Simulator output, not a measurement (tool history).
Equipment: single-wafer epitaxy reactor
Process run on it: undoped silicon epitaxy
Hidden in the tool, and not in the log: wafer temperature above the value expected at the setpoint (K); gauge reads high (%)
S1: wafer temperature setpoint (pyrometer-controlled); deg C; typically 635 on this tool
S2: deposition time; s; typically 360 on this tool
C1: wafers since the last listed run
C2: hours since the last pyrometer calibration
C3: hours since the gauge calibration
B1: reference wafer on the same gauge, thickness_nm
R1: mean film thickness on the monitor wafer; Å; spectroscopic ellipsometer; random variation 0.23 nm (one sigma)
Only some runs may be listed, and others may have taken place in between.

run	hour	S1	S2	C1	C2	C3	B1	R1
1	0.0	635	360	0	1257.8	149.3	32.759	415.91
# hour 41.2: pyrometer calibrated
2	42.8	635	360	184	1.6	192.1	32.819	401.59
3	105.8	635	360	333	64.6	255.1	32.785	406.68
4	137.9	635	360	169	96.7	287.2	32.815	403.99
5	182.7	635	360	237	141.5	332.0	32.782	404.55
6	224.0	635	360	218	182.8	373.3	32.788	403.33
7	294.2	646	360	371	253.0	443.5	32.817	503.50
8	330.4	646	360	191	289.2	479.7	32.788	498.59
9	475.1	629	407	766	433.9	624.4	32.794	406.38
10	521.9	635	360	247	480.7	671.2	32.825	407.37
11	578.2	635	360	298	537.0	727.5	32.803	405.97
12	613.5	635	360	186	572.3	762.8	32.801	404.81
13	654.4	635	360	216	613.2	803.7	32.808	401.61
14	679.3	635	360	131	638.1	828.6	32.780	405.20
15	769.3	635	360	476	728.1	918.6	32.811	409.89
# hour 808.0: gauge calibrated
16	820.1	635	360	268	778.9	12.1	32.795	407.42
17	886.1	635	360	349	844.9	78.1	32.765	405.54
18	952.2	635	330	349	911.0	144.2	32.815	375.05
19	1001.0	639	399	258	959.8	193.0	32.780	492.06
20	1062.4	630	388	325	1021.2	254.4	32.795	397.34
21	1128.3	650	332	348	1087.1	320.3	32.818	507.56
22	1169.4	630	378	217	1128.2	361.4	32.819	390.04
23	1233.4	623	410	338	1192.2	425.4	32.775	371.20
24	1298.3	642	429	343	1257.1	490.3	32.768	565.04
25	1349.8	635	360	272	1308.6	541.8	32.780	418.39
26	1393.3	635	360	230	1352.1	585.3	32.800	415.61
# hour 1422.9: pyrometer calibrated
27	1423.4	622	360	117	0.5	615.4	32.787	309.66
28	1557.7	650	399	711	134.8	749.7	32.819	610.93
29	1614.0	635	360	298	191.1	806.0	32.792	403.98
30	1678.3	646	395	340	255.4	870.3	32.821	553.77
31	1717.2	635	360	205	294.3	909.2	32.829	405.18
32	1794.4	635	360	408	371.5	986.4	32.812	406.27
33	1820.0	648	412	135	397.1	1012.0	32.819	599.72
# hour 1844.3: gauge calibrated
34	1860.9	647	413	216	438.0	16.6	32.806	595.95
35	1891.1	635	404	159	468.2	46.8	32.774	456.50

A few steps of R1 between consecutive runs. Split each: what settings, incoming material and random variation would produce without the hidden state, and what is left over for the hidden state, along with gauge scatter present in only one of the two compared results (measured, and without hidden state):
Run 1 -> 2: pyrometer calibrated. R1 -14.32 Å: hidden state -12.21, all else -2.11.
Run 23 -> 24: S1 623 -> 642, S2 410 -> 429. R1 +193.84 Å: hidden state +5.15, all else +188.69.
Run 26 -> 27: S1 635 -> 622, pyrometer calibrated. R1 -105.95 Å: hidden state -11.85, all else -94.10.
Run 27 -> 28: S1 622 -> 650, S2 360 -> 399. R1 +301.27 Å: hidden state -0.19, all else +301.46.
Run 28 -> 29: S1 650 -> 635, S2 399 -> 360. R1 -206.95 Å: hidden state +0.32, all else -207.27.
